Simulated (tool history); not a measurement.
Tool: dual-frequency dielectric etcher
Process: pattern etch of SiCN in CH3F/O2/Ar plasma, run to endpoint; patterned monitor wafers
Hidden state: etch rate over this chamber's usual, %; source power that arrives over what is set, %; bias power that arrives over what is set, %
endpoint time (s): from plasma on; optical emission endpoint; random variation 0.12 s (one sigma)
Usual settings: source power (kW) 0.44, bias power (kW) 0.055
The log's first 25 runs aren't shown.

run    hour  source power (kW)  bias power (kW)  wafers since the last listed run  hours since the last wet clean  hours since the last source power generator calibration  hours since the last bias power generator calibration  hours since the last upper electrode change  incoming incoming film thickness, nm  endpoint time (s)
     1780.5  -- wet clean of the chamber
 26  1807.2               0.44            0.055                               696                            26.7                                                    686.4                                                 1505.1                                        988.1                                  7.65               21.9
     1845.6  -- bias power generator calibrated
 27  1913.6               0.44            0.055                              1457                           133.1                                                    792.8                                                     68                                       1094.5                                  7.67               21.9
 28  1979.8               0.51            0.067                               942                           199.3                                                      859                                                  134.2                                       1160.7                                  7.72               19.8
 29  2037.8               0.54            0.067                               825                           257.3                                                      917                                                  192.2                                       1218.7                                  7.74               19.3
 30  2091.2               0.44            0.055                               760                           310.7                                                    970.4                                                  245.6                                       1272.1                                  7.71                 22
 31  2145.4               0.52            0.069                               771                           364.9                                                   1024.6                                                  299.8                                       1326.3                                  7.71               19.4
 32  2184.8               0.44            0.055                               560                           404.3                                                     1064                                                  339.2                                       1365.7                                  7.72               22.1
     2240.4  -- wet clean of the chamber
 33    2287               0.33            0.055                              1113                            46.6                                                   1166.2                                                  441.4                                       1467.9                                  7.69               24.9
 34  2380.6               0.38            0.068                              1332                           140.2                                                   1259.8                                                    535                                       1561.5                                  7.74               22.2

Forecast each of these 4 alternatives for the next run:
  A  2381               0.44             0.06                                 5                           140.6                                                   1260.2                                                  535.4                                       1561.9                                  7.64                  ?
  B  2381               0.36            0.055                                 5                           140.6                                                   1260.2                                                  535.4                                       1561.9                                  7.64                  ?
  C  2381               0.44            0.069                                 5                           140.6                                                   1260.2                                                  535.4                                       1561.9                                  7.64                  ?
  D  2381               0.37            0.055                                 5                           140.6                                                   1260.2                                                  535.4                                       1561.9                                  7.64                  ?

run  endpoint time (s)
  A               21.4
  B               23.8
  C               20.6
  D               23.5
Without the tool's hidden state the same runs would have given:
run  endpoint time (s)
  A               21.7
  B               24.2
  C               20.9
  D               23.9
